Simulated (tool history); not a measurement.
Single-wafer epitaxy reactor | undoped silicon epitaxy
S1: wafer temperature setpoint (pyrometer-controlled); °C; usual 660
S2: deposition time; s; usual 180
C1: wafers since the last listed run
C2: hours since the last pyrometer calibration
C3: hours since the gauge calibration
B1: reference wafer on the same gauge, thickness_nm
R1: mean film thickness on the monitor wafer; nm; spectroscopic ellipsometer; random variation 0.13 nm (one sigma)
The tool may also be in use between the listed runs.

run	day	S1	S2	C1	C2	C3	B1	R1
1	0	660	207	0	755.8	420.5	35.772	41.147
2	1.204	660	207	284	784.7	449.4	35.775	41.268
3	2.629	660	207	337	818.9	483.6	35.835	41.287
4	3.304	660	180	159	835.1	499.8	35.806	35.909
5	3.892	663	180	138	849.2	513.9	35.808	38.413
6	5.317	663	180	337	883.4	548.1	35.759	38.356
7	6.708	660	199	329	916.8	581.5	35.787	39.715
8	7.988	660	199	302	947.5	612.2	35.802	39.548
9	8.938	660	180	224	970.3	635	35.797	35.601
# day 10: pyrometer calibrated
10	10.362	660	180	258	8.7	669.2	35.821	36.833
11	11.1	660	180	174	26.4	686.9	35.831	36.732
12	12.4	660	180	307	57.6	718.1	35.809	36.692
13	13.217	660	180	193	77.2	737.7	35.795	36.556
14	14.508	660	180	305	108.2	768.7	35.79	36.625
15	15.425	660	207	216	130.2	790.7	35.799	42.14
# day 15.988: gauge calibrated
16	16.267	660	156	199	150.4	6.7	35.842	31.715
17	16.988	660	180	170	167.7	24	35.789	36.629
18	18.142	660	165	273	195.4	51.7	35.786	33.417
19	19.271	671	152	267	222.5	78.8	35.727	39.674
20	20.708	660	180	340	257	113.3	35.816	36.45
21	21.892	652	196	279	285.4	141.7	35.797	32.813
22	22.767	660	180	206	306.4	162.7	35.787	36.539
23	24.246	671	195	349	341.9	198.2	35.842	50.44
24	24.833	668	145	138	356	212.3	35.728	34.757
25	26.317	660	180	350	391.6	247.9	35.798	36.129
26	27.542	672	180	289	421	277.3	35.85	47.316
27	28.888	646	203	318	453.3	309.6	35.826	29.308
28	29.433	671	152	129	466.4	322.7	35.808	39.115

Hidden state at the last listed run before each entry between runs and at the first one after, where it differs:
Between runs 9 and 10: pyrometer calibrated (day 10)
  wafer temperature above the value expected at the setpoint (K): -1.26 -> -0.0307
  measured less the result without the state, R1: -1.04 -> -0.025 nm
Between runs 15 and 16: gauge calibrated (day 15.988)
  wafer temperature above the value expected at the setpoint (K): -0.371 -> -0.418
  measured less the result without the state, R1: -0.359 -> -0.304 nm
